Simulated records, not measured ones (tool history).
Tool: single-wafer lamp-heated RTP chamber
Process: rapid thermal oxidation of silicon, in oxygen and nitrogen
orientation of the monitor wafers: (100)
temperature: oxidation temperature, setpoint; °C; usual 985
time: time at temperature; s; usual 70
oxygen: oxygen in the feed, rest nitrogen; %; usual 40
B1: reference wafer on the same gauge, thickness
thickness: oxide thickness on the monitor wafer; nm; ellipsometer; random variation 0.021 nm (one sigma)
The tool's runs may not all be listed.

Run 1, hour 0: usual settings but temperature 965 °C; B1 4.346. Result: thickness 3.604 nm.
Run 2, hour 68: usual settings but temperature 965 °C; B1 4.354. Result: thickness 3.612 nm.
Run 3, hour 142.8: usual settings; B1 4.345. Result: thickness 4.089 nm.
At hour 158.8: pyrometer window cleaned and pyrometer calibrated.
Run 4, hour 193.5: usual settings; B1 4.35. Result: thickness 4.127 nm.
Run 5, hour 297.7: usual settings; B1 4.353. Result: thickness 4.122 nm.
Run 6, hour 400.4: usual settings; B1 4.358. Result: thickness 4.12 nm.
At hour 420.7: oxygen flow controller replaced.
Run 7, hour 449.9: usual settings but time 94 s; B1 4.348. Result: thickness 4.621 nm.
Run 8, hour 526.2: usual settings but time 86 s; B1 4.356. Result: thickness 4.444 nm.
At hour 550.2: pyrometer window cleaned and pyrometer calibrated.
Run 9, hour 628.4: usual settings but temperature 968 °C, time 102 s; B1 4.354. Result: thickness 4.254 nm.
Run 10, hour 734.4: usual settings but temperature 956 °C, time 96 s; B1 4.346. Result: thickness 3.813 nm.
At hour 749.8: gauge calibrated.
Run 11, hour 807.3: usual settings but time 81 s; B1 4.353. Result: thickness 4.306 nm.
Run 12, hour 883.8: usual settings; B1 4.343. Result: thickness 4.105 nm.
Run 13, hour 922.7: usual settings but temperature 1008 °C, time 43 s; B1 4.35. Result: thickness 3.933 nm.
At hour 935.4: pyrometer window cleaned and pyrometer calibrated.
Run 14, hour 1023: usual settings but temperature 996 °C, time 98 s, oxygen 63 %; B1 4.359. Result: thickness 5.913 nm.
Run 15, hour 1061: usual settings; B1 4.346. Result: thickness 4.132 nm.

4 ways to go on from here, each from the tool as it stands after run 15. What would each give?
Run A, hour 1061.4: usual settings but temperature 1011 °C; B1 ?. Result: thickness ?.
Run B, hour 1061.4: usual settings but temperature 993 °C, time 104 s, oxygen 50 %; B1 ?. Result: thickness ?.
Run C, hour 1061.4: usual settings but temperature 1006 °C, time 87 s, oxygen 20 %; B1 ?. Result: thickness ?.
Run D, hour 1061.4: usual settings but temperature 1002 °C; B1 ?. Result: thickness ?.

run     B1  thickness
  A  4.351      4.891
  B  4.351      5.513
  C  4.351      4.147
  D  4.351      4.598
Without the tool's hidden state the same runs would have given:
run  thickness
  A      4.891
  B      5.513
  C      4.147
  D      4.598
